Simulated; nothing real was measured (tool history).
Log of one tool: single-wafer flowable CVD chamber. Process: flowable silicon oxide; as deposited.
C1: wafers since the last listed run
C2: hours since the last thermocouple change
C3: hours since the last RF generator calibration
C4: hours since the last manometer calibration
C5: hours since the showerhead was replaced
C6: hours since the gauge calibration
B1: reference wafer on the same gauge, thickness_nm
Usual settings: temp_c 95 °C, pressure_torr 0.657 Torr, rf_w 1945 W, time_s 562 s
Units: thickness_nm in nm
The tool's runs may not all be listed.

run 1 hour=0.0 | temp_c=95 pressure_torr=0.657 rf_w=1945 time_s=562 | C1=0 C2=914.4 C3=799.7 C4=2365.6 C5=3630.3 C6=512.0 | B1=273.895 | thickness_nm=325.043
run 2 hour=34.8 | temp_c=95 pressure_torr=0.657 rf_w=1945 time_s=562 | C1=127 C2=949.2 C3=834.5 C4=2400.4 C5=3665.1 C6=546.8 | B1=273.070 | thickness_nm=320.618
run 3 hour=60.2 | temp_c=85 pressure_torr=0.657 rf_w=1945 time_s=562 | C1=93 C2=974.6 C3=859.9 C4=2425.8 C5=3690.5 C6=572.2 | B1=273.838 | thickness_nm=423.998
run 4 hour=76.7 | temp_c=95 pressure_torr=0.537 rf_w=1945 time_s=562 | C1=60 C2=991.1 C3=876.4 C4=2442.3 C5=3707.0 C6=588.7 | B1=274.563 | thickness_nm=264.496
run 5 hour=101.5 | temp_c=95 pressure_torr=0.657 rf_w=1945 time_s=562 | C1=90 C2=1015.9 C3=901.2 C4=2467.1 C5=3731.8 C6=613.5 | B1=274.452 | thickness_nm=322.273
-- hour=126.1 RF generator calibrated
run 6 hour=134.1 | temp_c=95 pressure_torr=0.657 rf_w=1945 time_s=562 | C1=90 C2=1048.5 C3=8.0 C4=2499.7 C5=3764.4 C6=646.1 | B1=273.896 | thickness_nm=320.671
run 7 hour=149.9 | temp_c=95 pressure_torr=0.657 rf_w=1945 time_s=534 | C1=57 C2=1064.3 C3=23.8 C4=2515.5 C5=3780.2 C6=661.9 | B1=274.153 | thickness_nm=304.310
-- hour=159.9 gauge calibrated
run 8 hour=173.7 | temp_c=95 pressure_torr=0.657 rf_w=1945 time_s=562 | C1=87 C2=1088.1 C3=47.6 C4=2539.3 C5=3804.0 C6=13.8 | B1=274.006 | thickness_nm=322.299
run 9 hour=205.6 | temp_c=95 pressure_torr=0.525 rf_w=2305 time_s=645 | C1=116 C2=1120.0 C3=79.5 C4=2571.2 C5=3835.9 C6=45.7 | B1=273.752 | thickness_nm=303.551
run 10 hour=221.1 | temp_c=110 pressure_torr=0.657 rf_w=2205 time_s=507 | C1=56 C2=1135.5 C3=95.0 C4=2586.7 C5=3851.4 C6=61.2 | B1=273.880 | thickness_nm=191.614
-- hour=240.1 showerhead replaced
run 11 hour=240.5 | temp_c=84 pressure_torr=0.814 rf_w=1945 time_s=490 | C1=41 C2=1154.9 C3=114.4 C4=2606.1 C5=0.4 C6=80.6 | B1=274.155 | thickness_nm=469.870
run 12 hour=261.6 | temp_c=95 pressure_torr=0.657 rf_w=2070 time_s=562 | C1=77 C2=1176.0 C3=135.5 C4=2627.2 C5=21.5 C6=101.7 | B1=273.684 | thickness_nm=324.925
run 13 hour=274.0 | temp_c=95 pressure_torr=0.657 rf_w=1795 time_s=640 | C1=45 C2=1188.4 C3=147.9 C4=2639.6 C5=33.9 C6=114.1 | B1=274.101 | thickness_nm=353.827
-- hour=303.4 capacitance manometer re-zeroed and calibrated
run 14 hour=303.9 | temp_c=83 pressure_torr=0.657 rf_w=1945 time_s=467 | C1=80 C2=1218.3 C3=177.8 C4=0.5 C5=63.8 C6=144.0 | B1=273.936 | thickness_nm=404.322
-- hour=319.9 thermocouple changed; heater temperature recalibrated
run 15 hour=320.5 | temp_c=95 pressure_torr=0.657 rf_w=1945 time_s=500 | C1=31 C2=0.6 C3=194.4 C4=17.1 C5=80.4 C6=160.6 | B1=274.899 | thickness_nm=294.714
run 16 hour=340.8 | temp_c=95 pressure_torr=0.657 rf_w=1945 time_s=562 | C1=74 C2=20.9 C3=214.7 C4=37.4 C5=100.7 C6=180.9 | B1=273.568 | thickness_nm=337.492
run 17 hour=358.8 | temp_c=95 pressure_torr=0.538 rf_w=1715 time_s=616 | C1=66 C2=38.9 C3=232.7 C4=55.4 C5=118.7 C6=198.9 | B1=274.575 | thickness_nm=288.963
run 18 hour=380.5 | temp_c=102 pressure_torr=0.816 rf_w=2065 time_s=460 | C1=79 C2=60.6 C3=254.4 C4=77.1 C5=140.4 C6=220.6 | B1=273.995 | thickness_nm=285.379
run 19 hour=415.4 | temp_c=108 pressure_torr=0.493 rf_w=2125 time_s=591 | C1=127 C2=95.5 C3=289.3 C4=112.0 C5=175.3 C6=255.5 | B1=273.833 | thickness_nm=188.078
run 20 hour=428.0 | temp_c=100 pressure_torr=0.784 rf_w=1765 time_s=641 | C1=46 C2=108.1 C3=301.9 C4=124.6 C5=187.9 C6=268.1 | B1=273.526 | thickness_nm=384.940
run 21 hour=450.9 | temp_c=95 pressure_torr=0.657 rf_w=1945 time_s=562 | C1=83 C2=131.0 C3=324.8 C4=147.5 C5=210.8 C6=291.0 | B1=274.079 | thickness_nm=341.351
run 22 hour=476.1 | temp_c=107 pressure_torr=0.657 rf_w=1945 time_s=668 | C1=92 C2=156.2 C3=350.0 C4=172.7 C5=236.0 C6=316.2 | B1=273.898 | thickness_nm=287.308
run 23 hour=490.2 | temp_c=95 pressure_torr=0.657 rf_w=1945 time_s=562 | C1=51 C2=170.3 C3=364.1 C4=186.8 C5=250.1 C6=330.3 | B1=274.746 | thickness_nm=341.424
run 24 hour=514.8 | temp_c=95 pressure_torr=0.657 rf_w=1945 time_s=562 | C1=90 C2=194.9 C3=388.7 C4=211.4 C5=274.7 C6=354.9 | B1=274.257 | thickness_nm=342.599
run 25 hour=552.9 | temp_c=104 pressure_torr=0.657 rf_w=1945 time_s=562 | C1=139 C2=233.0 C3=426.8 C4=249.5 C5=312.8 C6=393.0 | B1=274.053 | thickness_nm=265.309
run 26 hour=584.7 | temp_c=95 pressure_torr=0.572 rf_w=1665 time_s=562 | C1=116 C2=264.8 C3=458.6 C4=281.3 C5=344.6 C6=424.8 | B1=273.796 | thickness_nm=284.586
run 27 hour=602.4 | temp_c=95 pressure_torr=0.783 rf_w=2305 time_s=562 | C1=64 C2=282.5 C3=476.3 C4=299.0 C5=362.3 C6=442.5 | B1=273.675 | thickness_nm=431.147

Forecast each of these 5 alternatives for the next run:
run A hour=603.0 | temp_c=95 pressure_torr=0.657 rf_w=1945 time_s=562 | C1=2 C2=283.1 C3=476.9 C4=299.6 C5=362.9 C6=443.1 | B1=? | thickness_nm=?
run B hour=603.0 | temp_c=95 pressure_torr=0.729 rf_w=1945 time_s=562 | C1=2 C2=283.1 C3=476.9 C4=299.6 C5=362.9 C6=443.1 | B1=? | thickness_nm=?
run C hour=603.0 | temp_c=99 pressure_torr=0.657 rf_w=1695 time_s=562 | C1=2 C2=283.1 C3=476.9 C4=299.6 C5=362.9 C6=443.1 | B1=? | thickness_nm=?
run D hour=603.0 | temp_c=95 pressure_torr=0.699 rf_w=1765 time_s=628 | C1=2 C2=283.1 C3=476.9 C4=299.6 C5=362.9 C6=443.1 | B1=? | thickness_nm=?
run E hour=603.0 | temp_c=84 pressure_torr=0.657 rf_w=1945 time_s=562 | C1=2 C2=283.1 C3=476.9 C4=299.6 C5=362.9 C6=443.1 | B1=? | thickness_nm=?

run=A B1=274.149 thickness_nm=344.259
run=B B1=274.149 thickness_nm=382.530
run=C B1=274.149 thickness_nm=292.022
run=D B1=274.149 thickness_nm=396.373
run=E B1=274.149 thickness_nm=465.032
Without the tool's hidden state the same runs would have given:
run=A thickness_nm=326.532
run=B thickness_nm=362.832
run=C thickness_nm=277.266
run=D thickness_nm=375.962
run=E thickness_nm=443.437
